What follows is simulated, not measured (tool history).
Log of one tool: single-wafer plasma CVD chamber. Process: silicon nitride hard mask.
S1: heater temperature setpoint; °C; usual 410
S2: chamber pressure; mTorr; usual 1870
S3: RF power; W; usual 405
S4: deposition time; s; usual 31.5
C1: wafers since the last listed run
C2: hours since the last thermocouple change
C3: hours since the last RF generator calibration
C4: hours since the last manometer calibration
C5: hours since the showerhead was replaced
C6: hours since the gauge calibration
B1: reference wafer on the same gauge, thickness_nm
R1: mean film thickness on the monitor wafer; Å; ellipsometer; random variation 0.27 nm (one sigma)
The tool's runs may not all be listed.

run	hour	S1	S2	S3	S4	C1	C2	C3	C4	C5	C6	B1	R1
1	0.0	410	1870	405	31.5	0	1577.8	861.6	579.6	8100.5	852.7	45.999	492.47
2	100.3	410	1870	405	31.5	2602	1678.1	961.9	679.9	8200.8	953.0	46.000	490.63
# hour 118.0: gauge calibrated
3	195.2	410	1870	405	31.5	2462	1773.0	1056.8	774.8	8295.7	77.2	45.983	483.70
4	247.2	410	1870	405	31.5	1349	1825.0	1108.8	826.8	8347.7	129.2	45.897	485.35
5	284.0	410	1870	405	32.8	954	1861.8	1145.6	863.6	8384.5	166.0	45.995	506.60
6	350.0	399	1870	385	31.5	1712	1927.8	1211.6	929.6	8450.5	232.0	45.983	486.06
7	454.4	410	1870	405	31.5	2708	2032.2	1316.0	1034.0	8554.9	336.4	46.003	492.55
8	492.2	410	1870	405	31.5	980	2070.0	1353.8	1071.8	8592.7	374.2	46.013	485.92
9	533.9	410	1870	405	31.5	1081	2111.7	1395.5	1113.5	8634.4	415.9	45.996	488.26
# hour 594.2: capacitance manometer re-zeroed and calibrated
10	602.1	423	1870	405	34.5	1561	2179.9	1463.7	7.9	8702.6	484.1	45.934	537.48
11	648.3	415	1420	465	37.3	1198	2226.1	1509.9	54.1	8748.8	530.3	46.072	564.68
12	689.7	410	1870	405	31.5	1074	2267.5	1551.3	95.5	8790.2	571.7	45.944	490.84
# hour 717.9: showerhead replaced
# hour 782.9: RF generator calibrated
13	796.4	397	1870	350	37.7	2353	2374.2	13.5	202.2	78.5	678.4	45.937	549.25
14	879.6	410	1870	355	31.5	2158	2457.4	96.7	285.4	161.7	761.6	46.009	455.94
# hour 1015.2: gauge calibrated
# hour 1021.6: thermocouple changed; heater temperature recalibrated
15	1058.9	410	1870	405	31.5	4444	37.3	276.0	464.7	341.0	43.7	45.976	486.95
16	1138.7	410	1870	405	37.0	2070	117.1	355.8	544.5	420.8	123.5	46.018	573.42
17	1187.4	410	1870	405	31.5	1263	165.8	404.5	593.2	469.5	172.2	45.988	489.33
18	1248.5	399	2040	405	36.3	1585	226.9	465.6	654.3	530.6	233.3	45.962	582.25
19	1332.6	410	2040	405	31.5	2181	311.0	549.7	738.4	614.7	317.4	45.939	500.69

3 ways to go on from here, each from the tool as it stands after run 19. What would each give?
A	1333.0	410	1870	405	37.2	10	311.4	550.1	738.8	615.1	317.8	?	?
B	1333.0	410	1870	440	35.8	10	311.4	550.1	738.8	615.1	317.8	?	?
C	1333.0	410	1870	355	36.5	10	311.4	550.1	738.8	615.1	317.8	?	?

run	B1	R1
A	45.938	572.47
B	45.938	573.50
C	45.938	526.00
Without the tool's hidden state the same runs would have given:
run	R1
A	572.47
B	573.50
C	526.00
